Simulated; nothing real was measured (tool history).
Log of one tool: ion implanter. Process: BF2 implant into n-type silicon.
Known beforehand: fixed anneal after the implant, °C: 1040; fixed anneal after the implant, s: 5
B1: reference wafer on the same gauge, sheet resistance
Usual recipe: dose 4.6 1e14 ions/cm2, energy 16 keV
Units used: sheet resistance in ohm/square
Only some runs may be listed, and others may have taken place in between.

{"run": 1, "hour": 0.0, "dose": 4.23, "energy": 16, "B1": 238.27, "sheet resistance": 313.39}
{"run": 2, "hour": 32.7, "dose": 4.23, "energy": 16, "B1": 237.86, "sheet resistance": 314.97}
{"run": 3, "hour": 49.2, "dose": 4.23, "energy": 16, "B1": 238.25, "sheet resistance": 313.84}
{"run": 4, "hour": 80.0, "dose": 4.08, "energy": 16, "B1": 238.24, "sheet resistance": 322.31}
{"run": 5, "hour": 106.6, "dose": 4.08, "energy": 16, "B1": 238, "sheet resistance": 324.74}
{"run": 6, "hour": 161.6, "dose": 4.08, "energy": 16, "B1": 237.75, "sheet resistance": 323.97}
{"run": 7, "hour": 178.4, "dose": 4.6, "energy": 16, "B1": 237.75, "sheet resistance": 296.6}
{"hour": 236.0, "done": "gauge calibrated"}
{"run": 8, "hour": 266.0, "dose": 4.6, "energy": 16, "B1": 237.59, "sheet resistance": 298.63}
{"run": 9, "hour": 298.2, "dose": 4.6, "energy": 16, "B1": 237.84, "sheet resistance": 295.2}
{"run": 10, "hour": 314.7, "dose": 4.6, "energy": 16, "B1": 238.04, "sheet resistance": 297.54}
{"run": 11, "hour": 342.7, "dose": 4.6, "energy": 16, "B1": 237.58, "sheet resistance": 295.3}
{"hour": 362.9, "done": "Faraday cup replaced and dose calibrated"}
{"run": 12, "hour": 363.4, "dose": 4.6, "energy": 16, "B1": 237.76, "sheet resistance": 300.38}
{"run": 13, "hour": 380.3, "dose": 4.6, "energy": 16, "B1": 238.32, "sheet resistance": 295.36}
{"run": 14, "hour": 413.5, "dose": 4.6, "energy": 16, "B1": 237.63, "sheet resistance": 298.54}
{"run": 15, "hour": 444.3, "dose": 4.99, "energy": 14, "B1": 238.17, "sheet resistance": 290.58}
{"run": 16, "hour": 474.2, "dose": 3.34, "energy": 18, "B1": 237.65, "sheet resistance": 371}
{"run": 17, "hour": 495.7, "dose": 4.6, "energy": 20, "B1": 237.16, "sheet resistance": 282.8}
{"run": 18, "hour": 510.7, "dose": 4.6, "energy": 16, "B1": 238.59, "sheet resistance": 295.77}
{"run": 19, "hour": 529.8, "dose": 3.43, "energy": 20.5, "B1": 237.99, "sheet resistance": 356.28}
{"hour": 557.5, "done": "extraction supply calibrated"}
{"run": 20, "hour": 559.8, "dose": 5.94, "energy": 13.5, "B1": 237.57, "sheet resistance": 269.51}
{"run": 21, "hour": 593.7, "dose": 5.08, "energy": 19.5, "B1": 237.46, "sheet resistance": 266.64}
{"run": 22, "hour": 619.9, "dose": 5.82, "energy": 13.5, "B1": 237.76, "sheet resistance": 271.02}
{"run": 23, "hour": 641.3, "dose": 5.87, "energy": 11, "B1": 238.1, "sheet resistance": 292.36}
{"run": 24, "hour": 672.3, "dose": 4.6, "energy": 19.5, "B1": 238.49, "sheet resistance": 283.09}
{"run": 25, "hour": 698.3, "dose": 5.86, "energy": 13.5, "B1": 237.63, "sheet resistance": 273.53}
{"hour": 703.9, "done": "gauge calibrated"}
{"run": 26, "hour": 728.0, "dose": 4.6, "energy": 20, "B1": 238.07, "sheet resistance": 279.91}
{"run": 27, "hour": 744.5, "dose": 5.2, "energy": 12, "B1": 238, "sheet resistance": 302.75}
{"run": 28, "hour": 756.6, "dose": 4.6, "energy": 16, "B1": 238.37, "sheet resistance": 298.87}
{"run": 29, "hour": 772.7, "dose": 5.35, "energy": 21.5, "B1": 238.15, "sheet resistance": 251.13}

Branching from run 29: 3 alternative next runs. What would each branch give?
{"run": "A", "hour": 773.1, "dose": 4.6, "energy": 16, "B1": "?", "sheet resistance": "?"}
{"run": "B", "hour": 773.1, "dose": 5.08, "energy": 21.5, "B1": "?", "sheet resistance": "?"}
{"run": "C", "hour": 773.1, "dose": 5.65, "energy": 16, "B1": "?", "sheet resistance": "?"}

run=A B1=237.71 sheet_resistance=298.11
run=B B1=237.71 sheet_resistance=260.29
run=C B1=237.71 sheet_resistance=262.1
What these runs would have given with no unlogged condition in the tool:
run=A sheet_resistance=298.11
run=B sheet_resistance=260.29
run=C sheet_resistance=262.1
